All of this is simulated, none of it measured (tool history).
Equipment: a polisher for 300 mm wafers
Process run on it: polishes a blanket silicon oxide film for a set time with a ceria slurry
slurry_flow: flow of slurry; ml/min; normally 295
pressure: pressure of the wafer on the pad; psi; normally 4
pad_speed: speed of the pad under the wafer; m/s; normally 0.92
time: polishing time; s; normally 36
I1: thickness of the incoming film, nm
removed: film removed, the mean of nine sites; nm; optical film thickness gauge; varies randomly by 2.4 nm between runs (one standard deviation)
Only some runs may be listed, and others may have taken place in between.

Run 1, hour 0: usual settings but slurry_flow 270 ml/min; I1 1149.7. Result: removed 155.6 nm.
Run 2, hour 19.9: usual settings but slurry_flow 270 ml/min; I1 1135.4. Result: removed 148.2 nm.
At hour 46.6: worn pad replaced by a new one.
Run 3, hour 90.1: usual settings but slurry_flow 270 ml/min; I1 1141. Result: removed 162.6 nm.
Run 4, hour 104: usual settings; I1 1135.5. Result: removed 165.7 nm.
Run 5, hour 135: usual settings but pad_speed 1.12 m/s; I1 1156.3. Result: removed 189.4 nm.
Run 6, hour 169.7: usual settings but pad_speed 1.12 m/s; I1 1141.8. Result: removed 185.2 nm.
At hour 175.8: worn pad replaced by a new one, of another model than before.
Run 7, hour 198.4: usual settings but pad_speed 1.12 m/s; I1 1165.1. Result: removed 190.6 nm.
Run 8, hour 213.3: usual settings; I1 1172.1. Result: removed 165.6 nm.
Run 9, hour 240.2: usual settings; I1 1149.2. Result: removed 161 nm.
Run 10, hour 263.5: usual settings; I1 1172.6. Result: removed 156.6 nm.
At hour 282.6: worn pad replaced by a new one.
Run 11, hour 294.6: usual settings; I1 1148.7. Result: removed 168.8 nm.
Run 12, hour 308.9: usual settings; I1 1161.9. Result: removed 165.9 nm.
Run 13, hour 334.4: usual settings but slurry_flow 345 ml/min, pressure 4.9 psi; I1 1153.6. Result: removed 186 nm.

Estimate the outcome of run 14 from the log above:
Run 14, hour 348.5: usual settings but pressure 4.7 psi; I1 1152.9. Result: removed ?.

Logged for run 14: removed 172.8 nm.
If the tool had no hidden condition, the same run with the same run-to-run variation would have returned removed 185.9 nm.
